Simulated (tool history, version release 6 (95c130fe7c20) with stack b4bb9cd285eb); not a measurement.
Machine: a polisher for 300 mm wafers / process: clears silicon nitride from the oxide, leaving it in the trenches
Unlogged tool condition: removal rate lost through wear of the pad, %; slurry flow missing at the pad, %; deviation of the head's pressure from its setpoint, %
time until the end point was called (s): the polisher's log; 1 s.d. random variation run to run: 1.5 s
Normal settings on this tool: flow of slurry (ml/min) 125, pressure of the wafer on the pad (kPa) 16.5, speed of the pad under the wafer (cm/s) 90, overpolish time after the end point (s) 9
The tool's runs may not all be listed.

run,hour,flow of slurry (ml/min),pressure of the wafer on the pad (kPa),speed of the pad under the wafer (cm/s),overpolish time after the end point (s),wafers since the last listed run,wafers polished on this pad,hours since the slurry nozzle was cleaned,hours since the head pressure was calibrated,"incoming thickness of the incoming film, nm",time until the end point was called (s)
1,0,125,16.5,90,9,0,1551,29.2,1057.2,64.6,94.4
# hour 2.2: worn pad replaced by a new one
2,69.2,125,16.5,90,9,546,546,98.4,1126.4,64.3,94.6
3,117.2,125,16.5,90,9,391,938,146.4,1174.4,65,92.9
4,165.5,125,16.5,90,9,394,1333,194.7,1222.7,64.9,91.5
# hour 189.7: worn pad replaced by a new one
5,218.2,125,16.5,90,9,397,232,247.4,1275.4,65.3,92
6,264.2,125,16.5,90,9,375,607,293.4,1321.4,63.8,90.5
# hour 266.6: slurry nozzle cleaned
7,296.1,125,16.5,90,9,252,860,29.5,1353.3,65.1,91.4
# hour 302.1: head pressure recalibrated
8,330,125,16.5,90,9,260,1120,63.4,27.9,64.8,101.3
# hour 369.8: worn pad replaced by a new one
9,370.3,125,16.5,90,9,296,4,103.7,68.2,65,104.3
10,404.7,125,16.5,90,9,280,284,138.1,102.6,65.2,105.9
11,446.1,125,16.5,90,9,338,622,179.5,144,63.9,102.3
12,481.1,125,16.5,120,9,285,908,214.5,179,66.2,80.5
13,505.5,125,12.4,90,9,199,1107,238.9,203.4,64.2,136.7
# hour 548.3: worn pad replaced by a new one
# hour 560.3: slurry nozzle cleaned
14,569.9,125,16.5,90,9,484,167,9.6,267.8,65,104
15,615,125,11.7,108,9,368,536,54.7,312.9,65.1,120.3
16,659.3,125,16.5,120,11,361,897,99,357.2,64.5,75.4
17,691.1,165,16.5,90,9,259,1157,130.8,389,63.6,96.8
# hour 710.8: worn pad replaced by a new one
# hour 831.9: slurry nozzle cleaned
18,836.5,85,16.5,90,9,1146,1017,4.6,534.4,66.1,111.2
19,881.1,125,17.9,118,10,364,1381,49.2,579,65.3,71.4
# hour 894.2: worn pad replaced by a new one
20,922.8,125,12.4,90,9,307,233,90.9,620.7,66.1,138.1

Below are 5 alternative next runs, each starting from the tool's condition after run 20. Predict each:
A,923.3,125,13.1,90,9,4,237,91.4,621.2,65.1,?
B,923.3,155,13.8,68,11,4,237,91.4,621.2,65.1,?
C,923.3,125,16.5,104,9,4,237,91.4,621.2,65.1,?
D,923.3,125,11.7,114,9,4,237,91.4,621.2,65.1,?
E,923.3,125,16.5,114,9,4,237,91.4,621.2,65.1,?

run,time until the end point was called (s)
A,128.5
B,157
C,88.1
D,113.4
E,80.3
The same runs, with their run-to-run variation unchanged, on a tool lacking any hidden condition would have given:
run,time until the end point was called (s)
A,131.1
B,160.1
C,89.8
D,115.7
E,81.9
